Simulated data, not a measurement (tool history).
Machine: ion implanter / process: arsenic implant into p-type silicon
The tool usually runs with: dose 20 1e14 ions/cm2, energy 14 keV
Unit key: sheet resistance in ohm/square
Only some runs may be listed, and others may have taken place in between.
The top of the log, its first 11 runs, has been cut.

run	day	dose	energy	read-back reference wafer on the same gauge, sheet resistance	sheet resistance
12	19.946	20	12.5	137.01	130.74
13	21.371	20	12.5	136.98	130.49
14	22.479	20	12.5	137	130.78
15	25.346	20	14	136.99	126.66
16	26.608	20	14	136.94	126.45
# day 29.692: extraction supply calibrated
17	29.712	16.51	12.5	136.99	136.2
18	31.871	20	14	136.97	128.31
# day 32.817: gauge calibrated
19	33.983	23.81	14	136.97	124.91
# day 36.379: Faraday cup replaced and dose calibrated
20	36.846	23.26	14	137	125.45
21	38.512	16.13	14	137	132.67
22	40.454	23.17	15.5	137.02	121.29

What does the tool deliver on the next run?
23	42.625	20	18.5	?	?

{"run 23": {"read-back reference wafer on the same gauge, sheet resistance": 137.01, "sheet resistance": 116.49}}
With the hidden condition absent and the run-to-run variation left alone, this run would have shown sheet resistance 116.91 ohm/square.

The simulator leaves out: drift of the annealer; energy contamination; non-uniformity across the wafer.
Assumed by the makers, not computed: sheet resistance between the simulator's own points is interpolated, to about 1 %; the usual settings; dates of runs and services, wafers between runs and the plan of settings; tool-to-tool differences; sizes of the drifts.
